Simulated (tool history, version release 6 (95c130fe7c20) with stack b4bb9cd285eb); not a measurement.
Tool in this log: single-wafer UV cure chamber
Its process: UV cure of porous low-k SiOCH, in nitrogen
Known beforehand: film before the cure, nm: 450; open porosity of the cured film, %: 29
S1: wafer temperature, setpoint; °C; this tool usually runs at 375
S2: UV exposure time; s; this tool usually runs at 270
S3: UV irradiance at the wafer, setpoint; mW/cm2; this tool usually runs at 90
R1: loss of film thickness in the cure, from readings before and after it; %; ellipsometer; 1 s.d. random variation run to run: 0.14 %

run	hour	S1	S2	S3	R1
1	0	375	270	90	11.778
2	16.9	375	270	90	11.804
3	31.8	375	270	90	11.718
4	52.5	375	270	90	11.717
5	87.1	375	270	90	11.483
6	117.9	375	270	90	11.42
7	136.4	375	270	90	11.323
8	159.9	375	270	100	11.842
9	181.8	375	270	100	11.666
10	202.2	363	270	90	10.92
11	231.2	390	270	90	11.115
12	244.3	390	270	90	11.1
13	278.8	390	270	90	11.157
14	304.2	375	270	90	10.775
# hour 319.3: quartz window cleaned
15	332.7	375	270	90	11.095
16	356.5	375	270	64	9.721
17	439.4	390	270	90	11.212
18	479.9	375	170	78	8.133
19	497.9	390	270	90	10.935
# hour 508.4: UV bulbs replaced
20	531.1	375	270	90	12.477
21	555.6	384	135	90	9.267
22	588.5	370	420	90	14.873
23	661.1	375	270	90	12.452
24	692	375	170	78	9.503
25	713.5	362	270	90	12.097
26	729.2	375	385	77	13.572
27	763.6	375	320	71	12.045
28	783.1	375	215	90	11.308
29	804.9	364	210	90	10.956
30	826.6	368	270	121	13.666

What the log doesn't show, run by run:
H1: lamp output below its setpoint, %
H2: transmission lost against a clean window, %
run	H1	H2
1	11.1	7.98
2	11.6	8.3
3	12.1	8.59
4	12.8	8.99
5	14.1	9.7
6	15.2	10.3
7	15.9	10.7
8	16.9	11.3
9	17.8	11.8
10	18.6	12.2
11	19.9	12.9
12	20.5	13.2
13	22	14.1
14	23.2	14.7
15	24.6	0.75
16	25.8	0.764
17	30.2	0.91
18	32.5	1.04
19	33.5	1.11
20	1.96	1.25
21	2.01	1.38
22	2.11	1.56
23	2.56	2.06
24	2.83	2.31
25	3.04	2.5
26	3.22	2.64
27	3.65	2.97
28	3.92	3.17
29	4.24	3.4
30	4.59	3.64

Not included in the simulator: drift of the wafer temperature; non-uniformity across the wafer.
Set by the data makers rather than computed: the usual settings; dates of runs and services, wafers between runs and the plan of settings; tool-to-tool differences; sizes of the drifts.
